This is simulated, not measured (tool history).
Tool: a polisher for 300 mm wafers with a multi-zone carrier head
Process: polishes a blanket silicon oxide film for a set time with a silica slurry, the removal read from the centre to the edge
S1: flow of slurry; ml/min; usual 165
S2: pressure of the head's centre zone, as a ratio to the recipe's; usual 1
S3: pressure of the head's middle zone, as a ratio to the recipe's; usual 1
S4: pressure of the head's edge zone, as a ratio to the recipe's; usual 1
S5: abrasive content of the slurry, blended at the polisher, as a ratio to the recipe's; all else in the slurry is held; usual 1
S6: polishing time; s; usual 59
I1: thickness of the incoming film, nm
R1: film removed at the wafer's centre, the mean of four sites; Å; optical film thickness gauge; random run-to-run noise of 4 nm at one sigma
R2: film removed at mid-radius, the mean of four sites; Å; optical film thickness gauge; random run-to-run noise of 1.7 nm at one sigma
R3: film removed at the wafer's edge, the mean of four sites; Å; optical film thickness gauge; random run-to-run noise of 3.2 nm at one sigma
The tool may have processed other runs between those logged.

{"run": 1, "day": 0.0, "S1": 200, "S2": 1, "S3": 1, "S4": 1, "S5": 1, "S6": 54, "I1": 1818.2, "R1": 2536, "R2": 2488, "R3": 2565}
{"run": 2, "day": 0.688, "S1": 140, "S2": 1, "S3": 0.89, "S4": 1, "S5": 1.3, "S6": 72, "I1": 1833.1, "R1": 3689, "R2": 3319, "R3": 3779}
{"run": 3, "day": 1.267, "S1": 165, "S2": 1, "S3": 1, "S4": 1, "S5": 1, "S6": 59, "I1": 1813.9, "R1": 2610, "R2": 2651, "R3": 2682}
{"run": 4, "day": 2.208, "S1": 165, "S2": 1, "S3": 1, "S4": 1.04, "S5": 1, "S6": 65, "I1": 1828.2, "R1": 3005, "R2": 2927, "R3": 3060}
{"run": 5, "day": 2.738, "S1": 165, "S2": 1, "S3": 1.05, "S4": 1, "S5": 1, "S6": 53, "I1": 1785.3, "R1": 2447, "R2": 2475, "R3": 2456}
{"run": 6, "day": 3.5, "S1": 210, "S2": 1, "S3": 1, "S4": 1, "S5": 1, "S6": 59, "I1": 1792.9, "R1": 2883, "R2": 2746, "R3": 2798}
{"run": 7, "day": 4.704, "S1": 165, "S2": 1.04, "S3": 0.89, "S4": 1, "S5": 0.7, "S6": 65, "I1": 1809.5, "R1": 2266, "R2": 1986, "R3": 2213}
{"run": 8, "day": 5.838, "S1": 165, "S2": 0.95, "S3": 1.08, "S4": 0.89, "S5": 0.85, "S6": 59, "I1": 1824.9, "R1": 2307, "R2": 2463, "R3": 2271}
{"run": 9, "day": 6.896, "S1": 165, "S2": 1, "S3": 0.88, "S4": 1, "S5": 1.3, "S6": 59, "I1": 1812.4, "R1": 3111, "R2": 2787, "R3": 3174}
{"run": 10, "day": 8.125, "S1": 165, "S2": 1, "S3": 1.04, "S4": 1, "S5": 1.2, "S6": 59, "I1": 1809, "R1": 3040, "R2": 3000, "R3": 3057}
{"run": 11, "day": 8.646, "S1": 165, "S2": 1, "S3": 1, "S4": 1, "S5": 1, "S6": 59, "I1": 1826.2, "R1": 2685, "R2": 2621, "R3": 2763}
{"run": 12, "day": 9.758, "S1": 210, "S2": 1, "S3": 1, "S4": 1, "S5": 1.2, "S6": 59, "I1": 1799, "R1": 3104, "R2": 3050, "R3": 3150}
{"run": 13, "day": 11.125, "S1": 165, "S2": 1, "S3": 1, "S4": 1, "S5": 0.85, "S6": 59, "I1": 1809.4, "R1": 2360, "R2": 2325, "R3": 2469}
{"run": 14, "day": 12.588, "S1": 165, "S2": 1, "S3": 1, "S4": 1, "S5": 1, "S6": 59, "I1": 1786.3, "R1": 2658, "R2": 2676, "R3": 2710}
{"run": 15, "day": 13.658, "S1": 165, "S2": 1, "S3": 1, "S4": 1, "S5": 1, "S6": 59, "I1": 1832.6, "R1": 2636, "R2": 2666, "R3": 2707}
{"run": 16, "day": 14.812, "S1": 165, "S2": 1.06, "S3": 1, "S4": 1, "S5": 1, "S6": 46, "I1": 1815.6, "R1": 2180, "R2": 2051, "R3": 2131}
{"run": 17, "day": 15.767, "S1": 165, "S2": 1, "S3": 1, "S4": 1.1, "S5": 1, "S6": 59, "I1": 1798.5, "R1": 2650, "R2": 2637, "R3": 2869}
{"run": 18, "day": 16.492, "S1": 165, "S2": 1, "S3": 1, "S4": 1, "S5": 1, "S6": 59, "I1": 1804.3, "R1": 2705, "R2": 2627, "R3": 2731}
{"run": 19, "day": 17.475, "S1": 140, "S2": 0.89, "S3": 0.9, "S4": 1, "S5": 1.15, "S6": 59, "I1": 1784.4, "R1": 2697, "R2": 2586, "R3": 2938}
{"run": 20, "day": 18.454, "S1": 165, "S2": 1, "S3": 1, "S4": 1, "S5": 1, "S6": 59, "I1": 1768, "R1": 2774, "R2": 2616, "R3": 2651}
{"run": 21, "day": 19.196, "S1": 125, "S2": 0.96, "S3": 1.09, "S4": 0.9, "S5": 1, "S6": 59, "I1": 1791.1, "R1": 2465, "R2": 2683, "R3": 2501}
{"run": 22, "day": 22.8, "S1": 165, "S2": 1, "S3": 1.07, "S4": 1, "S5": 1.1, "S6": 59, "I1": 1809, "R1": 2885, "R2": 2920, "R3": 2873}

Missing from the log above: 6 entries noted between runs. For each, name the pair of listed runs it sits between and say how the tool's hidden condition differs from the listed run just before to the listed run just after:
Between runs 2 and 3: carrier head's membrane replaced by a new one (day 1.238)
  no hidden state differs between the two runs
Between runs 8 and 9: worn pad replaced by a new one (day 6.171)
  no hidden state differs between the two runs
Between runs 11 and 12: slurry nozzle cleaned (day 8.812)
  no hidden state differs between the two runs
Between runs 13 and 14: edge zone pressure recalibrated (day 11.467)
  no hidden state differs between the two runs
Between runs 16 and 17: centre zone pressure recalibrated (day 15.067)
  no hidden state differs between the two runs
Between runs 18 and 19: worn pad replaced by a new one (day 17.262)
  no hidden state differs between the two runs

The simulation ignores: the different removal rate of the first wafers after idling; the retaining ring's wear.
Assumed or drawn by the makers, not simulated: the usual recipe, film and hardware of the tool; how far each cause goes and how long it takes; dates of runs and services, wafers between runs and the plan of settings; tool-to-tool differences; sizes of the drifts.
